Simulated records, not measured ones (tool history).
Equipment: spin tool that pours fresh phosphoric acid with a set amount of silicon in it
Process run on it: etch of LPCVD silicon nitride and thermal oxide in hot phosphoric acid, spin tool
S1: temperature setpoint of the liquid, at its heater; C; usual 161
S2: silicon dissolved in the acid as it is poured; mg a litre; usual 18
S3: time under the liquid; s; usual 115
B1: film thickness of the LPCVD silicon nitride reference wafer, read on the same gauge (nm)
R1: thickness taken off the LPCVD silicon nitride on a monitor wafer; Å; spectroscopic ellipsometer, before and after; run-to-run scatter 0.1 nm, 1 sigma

run    hour     S1    S2   S3     B1     R1
  1       0    161    18  115  69.99    104
  2    89.8    161    18  115  70.03  103.7
  3   145.4    161    18  115  70.04  104.7
  4   231.6    161    18  115  69.97  103.9
  5   309.6    161    18  115  69.98  103.1
  6   391.2    161  21.5   65  70.04   57.6
  7   484.7    161    18  115  70.03  101.6
  8   589.1    161    18  115  69.96  102.3
      641.1  -- heated supply line repaired
  9   694.1    161    27  115  69.98  113.1
      745.4  -- dissolved silicon flow meter replaced
 10   783.5    161    27  115  70.04  113.2
 11   819.8    161    18  115  69.98  112.5
      839.5  -- gauge calibrated
 12   880.2  158.5    18  140  69.99  127.5
 13   967.5    161     9  115     70  113.4
 14  1043.2    161    18  115     70  114.4
 15    1136    161  31.5  115  69.98  110.5
     1170.2  -- thermometer replaced
 16    1244  159.5    18   85  69.99     78
 17  1386.2    158    18   70  70.01   60.8
 18  1456.9  159.5    18   85  70.06   78.5
 19  1544.6    161    18  115  70.06  110.9
 20    1612    161  13.5   75  69.97   71.9
     1669.7  -- dissolved silicon flow meter replaced
 21  1685.2    162    18  115  69.96  112.9
 22  1869.1  158.5    18  180  70.03  157.2

What if the next run were any one of these 4? Each begins from the tool's condition after run 22:
  A  1869.5    161    18  160   ?   ?
  B  1869.5    161    18   60   ?   ?
  C  1869.5    163  29.5  135   ?   ?
  D  1869.5  159.5    18   90   ?   ?

run     B1     R1
  A  70.01  152.5
  B  70.01   57.2
  C  70.01  137.6
  D  70.01   81.5
With the hidden condition removed and each run's random variation left untouched, the same runs would have given:
run     R1
  A  161.7
  B   60.7
  C  145.9
  D   86.5

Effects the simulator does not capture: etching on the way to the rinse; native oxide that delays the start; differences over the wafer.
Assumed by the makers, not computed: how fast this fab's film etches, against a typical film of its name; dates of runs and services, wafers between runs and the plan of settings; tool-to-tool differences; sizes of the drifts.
